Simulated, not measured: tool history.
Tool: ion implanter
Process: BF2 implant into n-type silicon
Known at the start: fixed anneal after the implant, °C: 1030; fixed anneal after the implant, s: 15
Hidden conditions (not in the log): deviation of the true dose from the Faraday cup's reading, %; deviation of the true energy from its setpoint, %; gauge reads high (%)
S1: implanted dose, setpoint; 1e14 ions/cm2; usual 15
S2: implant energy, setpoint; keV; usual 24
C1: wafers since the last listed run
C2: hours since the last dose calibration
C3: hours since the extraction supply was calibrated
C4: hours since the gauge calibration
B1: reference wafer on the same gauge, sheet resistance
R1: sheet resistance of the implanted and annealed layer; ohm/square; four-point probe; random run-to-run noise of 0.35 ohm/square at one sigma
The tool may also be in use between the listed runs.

run 1 hour=0 | S1=15 S2=21.5 | C1=0 C2=171.6 C3=4668.4 C4=218.8 | B1=141.08 | R1=157.25
run 2 hour=45.9 | S1=15 S2=21 | C1=1121 C2=217.5 C3=4714.3 C4=264.7 | B1=140.94 | R1=158.45
run 3 hour=103.7 | S1=15 S2=24 | C1=1411 C2=275.3 C3=4772.1 C4=322.5 | B1=141.03 | R1=150.23
run 4 hour=168.3 | S1=15 S2=24 | C1=1578 C2=339.9 C3=4836.7 C4=387.1 | B1=141.04 | R1=150.34
run 5 hour=208.5 | S1=15 S2=24 | C1=982 C2=380.1 C3=4876.9 C4=427.3 | B1=141.05 | R1=151.02
run 6 hour=243.4 | S1=15 S2=24 | C1=852 C2=415 C3=4911.8 C4=462.2 | B1=140.87 | R1=150.25
run 7 hour=275.2 | S1=15 S2=24 | C1=776 C2=446.8 C3=4943.6 C4=494 | B1=140.84 | R1=150.17
run 8 hour=303.1 | S1=11.65 S2=24 | C1=681 C2=474.7 C3=4971.5 C4=521.9 | B1=141.03 | R1=163.15
run 9 hour=359 | S1=11.65 S2=24 | C1=1365 C2=530.6 C3=5027.4 C4=577.8 | B1=141.1 | R1=163.67
run 10 hour=417.7 | S1=15 S2=27.5 | C1=1433 C2=589.3 C3=5086.1 C4=636.5 | B1=141 | R1=143.16
run 11 hour=484.4 | S1=15 S2=27.5 | C1=1629 C2=656 C3=5152.8 C4=703.2 | B1=141.07 | R1=142.77
run 12 hour=550.2 | S1=15 S2=24 | C1=1607 C2=721.8 C3=5218.6 C4=769 | B1=140.96 | R1=150.65
run 13 hour=590.9 | S1=17.27 S2=24 | C1=994 C2=762.5 C3=5259.3 C4=809.7 | B1=141.02 | R1=147.01
run 14 hour=630 | S1=15 S2=24 | C1=955 C2=801.6 C3=5298.4 C4=848.8 | B1=141.13 | R1=150.87
run 15 hour=690.5 | S1=12.64 S2=31 | C1=1477 C2=862.1 C3=5358.9 C4=909.3 | B1=141.08 | R1=144.03
-- hour=708.7 gauge calibrated
run 16 hour=735.1 | S1=15 S2=24 | C1=1089 C2=906.7 C3=5403.5 C4=26.4 | B1=141.06 | R1=151.68
run 17 hour=770 | S1=15 S2=19 | C1=852 C2=941.6 C3=5438.4 C4=61.3 | B1=140.93 | R1=165.46
run 18 hour=833.2 | S1=15 S2=24 | C1=1543 C2=1004.8 C3=5501.6 C4=124.5 | B1=140.89 | R1=151.38
run 19 hour=894.1 | S1=16.45 S2=27 | C1=1487 C2=1065.7 C3=5562.5 C4=185.4 | B1=140.93 | R1=141.11
-- hour=902.9 extraction supply calibrated
run 20 hour=932.7 | S1=17.39 S2=17.5 | C1=747 C2=1104.3 C3=29.8 C4=224 | B1=140.96 | R1=166.97
-- hour=993.1 Faraday cup replaced and dose calibrated
run 21 hour=1117.2 | S1=15 S2=24 | C1=4311 C2=124.1 C3=214.3 C4=408.5 | B1=141 | R1=149.73
run 22 hour=1174.5 | S1=15 S2=24 | C1=1399 C2=181.4 C3=271.6 C4=465.8 | B1=140.98 | R1=150.81
run 23 hour=1207.3 | S1=11.07 S2=16.5 | C1=801 C2=214.2 C3=304.4 C4=498.6 | B1=141.04 | R1=189.61
run 24 hour=1237.5 | S1=15 S2=24 | C1=737 C2=244.4 C3=334.6 C4=528.8 | B1=140.92 | R1=150.82
run 25 hour=1269.9 | S1=15 S2=28.5 | C1=791 C2=276.8 C3=367 C4=561.2 | B1=140.93 | R1=140.81
run 26 hour=1399.7 | S1=13.65 S2=16 | C1=3170 C2=406.6 C3=496.8 C4=691 | B1=141.01 | R1=179.97
run 27 hour=1454.4 | S1=16.74 S2=29 | C1=1336 C2=461.3 C3=551.5 C4=745.7 | B1=140.97 | R1=136.12
run 28 hour=1523.4 | S1=13.78 S2=24 | C1=1685 C2=530.3 C3=620.5 C4=814.7 | B1=141.08 | R1=154.65

Take each entry between the runs: how does the hidden state at the last listed run before it differ from the hidden state at the first listed run after it?
Run 15 -> run 16: gauge calibrated (hour 708.7)
  deviation of the true dose from the Faraday cup's reading, %: -4.34 -> -4.41
  difference, measured minus the result without the unlogged condition, R1: +2.46 -> +1.53 ohm/square
Run 19 -> run 20: extraction supply calibrated (hour 902.9)
  deviation of the true dose from the Faraday cup's reading, %: -4.6 -> -4.63
  difference, measured minus the result without the unlogged condition, R1: +1.24 -> +1.11 ohm/square
Run 20 -> run 21: Faraday cup replaced and dose calibrated (hour 993.1)
  deviation of the true dose from the Faraday cup's reading, %: -4.63 -> -1.88
  difference, measured minus the result without the unlogged condition, R1: +1.11 -> +0.61 ohm/square
